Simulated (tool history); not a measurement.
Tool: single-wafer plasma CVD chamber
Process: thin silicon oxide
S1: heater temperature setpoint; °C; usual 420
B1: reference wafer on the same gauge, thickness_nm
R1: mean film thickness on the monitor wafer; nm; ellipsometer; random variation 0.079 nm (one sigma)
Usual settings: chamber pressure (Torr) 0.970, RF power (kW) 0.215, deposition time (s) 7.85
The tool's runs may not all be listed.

Run 1, hour 0.0: usual settings; B1 13.600. Result: R1 14.090 nm.
Run 2, hour 11.8: usual settings; B1 13.589. Result: R1 14.082 nm.
Run 3, hour 23.5: usual settings but chamber pressure (Torr) 0.837; B1 13.599. Result: R1 12.805 nm.
Run 4, hour 37.1: usual settings but chamber pressure (Torr) 0.837; B1 13.586. Result: R1 12.883 nm.
At hour 52.8: capacitance manometer re-zeroed and calibrated.
Run 5, hour 53.3: usual settings but chamber pressure (Torr) 0.837; B1 13.612. Result: R1 12.462 nm.
Run 6, hour 60.9: usual settings but chamber pressure (Torr) 1.108; B1 13.621. Result: R1 14.909 nm.
Run 7, hour 73.9: usual settings; B1 13.600. Result: R1 13.612 nm.
Run 8, hour 91.7: usual settings but S1 432 °C, deposition time (s) 6.67; B1 13.612. Result: R1 11.577 nm.
Run 9, hour 101.5: usual settings; B1 13.593. Result: R1 13.592 nm.
Run 10, hour 119.4: usual settings but chamber pressure (Torr) 0.848; B1 13.599. Result: R1 12.527 nm.
Run 11, hour 127.1: usual settings but chamber pressure (Torr) 1.040, deposition time (s) 8.53; B1 13.591. Result: R1 15.417 nm.
Run 12, hour 138.4: usual settings but S1 431 °C, chamber pressure (Torr) 0.780, RF power (kW) 0.235, deposition time (s) 6.76; B1 13.608. Result: R1 10.633 nm.
At hour 158.6: thermocouple changed; heater temperature recalibrated.
At hour 165.9: capacitance manometer re-zeroed and calibrated, repeated, since the last time left the tool worse.
Run 13, hour 169.1: usual settings; B1 13.588. Result: R1 14.671 nm.
Run 14, hour 178.4: usual settings but S1 409 °C, chamber pressure (Torr) 0.905, RF power (kW) 0.240; B1 13.604. Result: R1 14.858 nm.
Run 15, hour 196.3: usual settings but RF power (kW) 0.245, deposition time (s) 8.27; B1 13.589. Result: R1 16.399 nm.
Run 16, hour 212.5: usual settings but S1 407 °C, chamber pressure (Torr) 0.867; B1 13.611. Result: R1 13.740 nm.
Run 17, hour 223.8: usual settings but deposition time (s) 7.14; B1 13.601. Result: R1 13.050 nm.
At hour 234.5: RF generator calibrated.
At hour 234.9: gauge calibrated.
Run 18, hour 235.0: usual settings but RF power (kW) 0.255; B1 13.606. Result: R1 15.637 nm.
Run 19, hour 248.5: usual settings but S1 415 °C, chamber pressure (Torr) 0.855; B1 13.587. Result: R1 13.304 nm.
Run 20, hour 256.4: usual settings but S1 405 °C; B1 13.598. Result: R1 14.507 nm.
Run 21, hour 270.9: usual settings; B1 13.590. Result: R1 14.379 nm.
Run 22, hour 286.6: usual settings but S1 427 °C, chamber pressure (Torr) 1.165, RF power (kW) 0.195, deposition time (s) 8.44; B1 13.576. Result: R1 16.140 nm.
Run 23, hour 303.9: usual settings but S1 432 °C, deposition time (s) 6.67; B1 13.568. Result: R1 12.248 nm.

Forecast run 24:
Run 24, hour 316.4: usual settings but deposition time (s) 8.28; B1 ?. Result: R1 ?.

B1: 13.609
R1: 15.173 nm
Without the tool's hidden state the same run would have given R1 15.321 nm.

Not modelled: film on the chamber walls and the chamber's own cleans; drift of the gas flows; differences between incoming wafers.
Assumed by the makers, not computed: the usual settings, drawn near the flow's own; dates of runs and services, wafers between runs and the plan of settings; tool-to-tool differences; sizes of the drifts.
